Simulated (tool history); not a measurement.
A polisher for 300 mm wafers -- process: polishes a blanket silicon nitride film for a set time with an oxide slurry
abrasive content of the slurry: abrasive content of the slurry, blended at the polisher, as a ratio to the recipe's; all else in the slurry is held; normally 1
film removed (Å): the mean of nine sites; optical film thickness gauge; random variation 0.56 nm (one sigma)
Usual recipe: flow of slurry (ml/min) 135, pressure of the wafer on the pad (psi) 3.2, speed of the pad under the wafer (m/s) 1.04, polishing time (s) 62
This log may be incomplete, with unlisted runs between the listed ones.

run,hour,flow of slurry (ml/min),pressure of the wafer on the pad (psi),speed of the pad under the wafer (m/s),abrasive content of the slurry,polishing time (s),"incoming thickness of the incoming film, nm",film removed (Å)
1,0,135,3.2,1.12,1,62,404.6,413
2,39.7,120,3.2,1.04,1,62,407.9,379
3,144.4,135,3.2,1.04,1,62,402.4,377
4,210.3,90,3.2,1.04,1,62,395.9,340
5,276.3,160,3.6,1.04,1,62,402.7,430
# hour 303.7: conditioning disc replaced and pad reconditioned
# hour 306.5: slurry blender recalibrated
6,341.9,175,3.2,0.88,0.7,62,397.9,286
# hour 367.6: head pressure recalibrated
# hour 378.3: slurry nozzle cleaned
7,381.4,135,3.9,0.92,1.1,81,402.9,634
# hour 393: worn pad replaced by a new one
8,429.4,135,2.2,1.04,1,53,401.1,232
9,478.9,155,3.2,0.8,1,62,404.3,340
10,586.4,160,4,1.32,1,62,407,578
11,652,135,3.2,1.04,1,42,392.9,266
12,701.1,135,3.2,1.04,1,62,400.9,381
13,898.8,135,3.2,1.04,1,62,403.7,371
# hour 921.3: slurry blender recalibrated
# hour 937.8: conditioning disc replaced and pad reconditioned
14,950.7,135,3.2,1.3,1,71,398.8,501
# hour 979.2: slurry nozzle cleaned
15,1010.8,135,2.3,1.04,1,62,402.3,297
# hour 1046.4: worn pad replaced by a new one
16,1108.1,155,4.1,1.04,0.9,62,404.1,495
17,1202.9,180,3.2,0.86,1,62,404.4,361
# hour 1240: head pressure recalibrated
18,1259.3,100,3.2,1.2,1,76,404.4,489
19,1313.3,135,3.2,1.04,1,53,400.9,330
20,1365.1,135,2.2,1.04,1,51,402.7,210
21,1436.4,100,3.2,1.2,1,76,400.6,482
22,1515.8,135,3.2,1.2,1,62,392.8,415
23,1610.3,135,3.9,1.04,1,45,399.2,334
# hour 1638.2: slurry blender recalibrated
# hour 1668.5: worn pad replaced by a new one
# hour 1683.3: slurry nozzle cleaned
# hour 1693.4: conditioning disc replaced and pad reconditioned
24,1717.8,135,3.2,1.04,1,62,399.8,406

Each row is a separate what-if for the run after 24, all from the same tool condition, not one after another. Results?
A,1718.2,135,3.2,1.04,1,62,398.3,?
B,1718.2,135,2.1,1.04,1,62,398.3,?
C,1718.2,135,2.5,1.04,1,50,398.3,?
D,1718.2,135,4.1,1.28,1,76,398.3,?
E,1718.2,155,3.8,0.72,0.85,62,398.3,?

run,film removed (Å)
A,408
B,268
C,257
D,738
E,360
Without the tool's unlogged condition, the same runs would have read:
run,film removed (Å)
A,412
B,271
C,260
D,746
E,363

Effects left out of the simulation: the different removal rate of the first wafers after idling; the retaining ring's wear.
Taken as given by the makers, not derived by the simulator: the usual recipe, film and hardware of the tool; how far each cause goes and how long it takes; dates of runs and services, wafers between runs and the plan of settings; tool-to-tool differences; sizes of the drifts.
